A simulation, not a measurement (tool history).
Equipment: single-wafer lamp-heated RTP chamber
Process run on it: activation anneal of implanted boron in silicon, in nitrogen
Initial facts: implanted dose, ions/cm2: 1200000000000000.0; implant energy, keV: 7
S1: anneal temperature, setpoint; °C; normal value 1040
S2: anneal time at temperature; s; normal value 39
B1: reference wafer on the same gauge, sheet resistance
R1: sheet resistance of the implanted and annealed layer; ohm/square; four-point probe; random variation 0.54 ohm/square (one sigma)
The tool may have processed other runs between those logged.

| run | hour | S1 | S2 | B1 | R1 |
|---|---|---|---|---|---|
| 1 | 0 | 1040 | 26 | 115.05 | 109.55 |
| 2 | 25 | 1028 | 39 | 114.91 | 111.09 |
|  | 37.8 | pyrometer window cleaned and pyrometer calibrated |
| 3 | 112.4 | 1028 | 39 | 114.83 | 110.53 |
| 4 | 140.4 | 1059 | 39 | 115.24 | 99.23 |
| 5 | 173.4 | 1040 | 39 | 114.98 | 105.61 |
| 6 | 206.1 | 1040 | 39 | 114.98 | 105.69 |
|  | 225.1 | pyrometer window cleaned and pyrometer calibrated |
| 7 | 225.6 | 1040 | 39 | 114.98 | 105.24 |
| 8 | 246.2 | 1040 | 39 | 115.22 | 104.31 |
| 9 | 279.4 | 1040 | 39 | 115.18 | 105.12 |
| 10 | 294.4 | 1040 | 39 | 114.63 | 104.11 |
| 11 | 315.3 | 1040 | 39 | 115.05 | 105.13 |
| 12 | 350.9 | 1040 | 39 | 114.8 | 104.86 |
|  | 372.5 | reflector plate cleaned |
|  | 378.9 | pyrometer window cleaned and pyrometer calibrated |
| 13 | 385.2 | 1040 | 39 | 114.84 | 107.66 |
| 14 | 397.2 | 1040 | 39 | 114.87 | 106.84 |
| 15 | 417.1 | 1040 | 46 | 114.98 | 105.23 |
| 16 | 452.1 | 1040 | 39 | 114.81 | 107.31 |
| 17 | 481.7 | 1011 | 39 | 115.22 | 119.65 |
| 18 | 509.1 | 1068 | 28 | 114.97 | 101.39 |
| 19 | 535.4 | 1040 | 39 | 115.01 | 107.15 |
|  | 550.2 | pyrometer window cleaned and pyrometer calibrated |
| 20 | 554.2 | 1040 | 57 | 115.03 | 102.72 |
|  | 558.5 | gauge calibrated |
| 21 | 577.4 | 1040 | 47 | 114.91 | 104.89 |
| 22 | 591.3 | 1040 | 32 | 114.94 | 109.49 |
| 23 | 626.8 | 1040 | 32 | 114.83 | 109.44 |
| 24 | 656.2 | 1024 | 48 | 115.17 | 112.37 |
| 25 | 687 | 1060 | 31 | 114.83 | 102.89 |
| 26 | 700.3 | 1040 | 39 | 114.87 | 106.77 |
| 27 | 730.5 | 1040 | 28 | 114.76 | 109.5 |
|  | 740.5 | pyrometer window cleaned and pyrometer calibrated |
| 28 | 755.6 | 1040 | 39 | 114.92 | 107.32 |
| 29 | 767.8 | 1011 | 55 | 114.97 | 116.96 |
| 30 | 791.3 | 1040 | 39 | 114.8 | 107.41 |
| 31 | 823.5 | 1018 | 60 | 115.18 | 112.41 |
| 32 | 846.7 | 1040 | 39 | 114.89 | 106.96 |

The logged runs with the hidden state left out (each run's random variation unchanged):
Hidden state at play: true wafer temperature minus pyrometer reading, K; wafer temperature error from the tarnished reflector plate, K; gauge reads high (%).
| run | R1 |
|---|---|
| 1 | 111.05 |
| 2 | 112.88 |
| 3 | 112.72 |
| 4 | 100.12 |
| 5 | 107.74 |
| 6 | 107.96 |
| 7 | 107.58 |
| 8 | 106.72 |
| 9 | 107.7 |
| 10 | 106.73 |
| 11 | 107.88 |
| 12 | 107.77 |
| 13 | 107.8 |
| 14 | 106.98 |
| 15 | 105.37 |
| 16 | 107.47 |
| 17 | 119.82 |
| 18 | 101.47 |
| 19 | 107.36 |
| 20 | 102.9 |
| 21 | 105.12 |
| 22 | 109.76 |
| 23 | 109.75 |
| 24 | 112.75 |
| 25 | 103.1 |
| 26 | 107.17 |
| 27 | 109.96 |
| 28 | 107.82 |
| 29 | 117.55 |
| 30 | 107.98 |
| 31 | 113.12 |
| 32 | 107.65 |
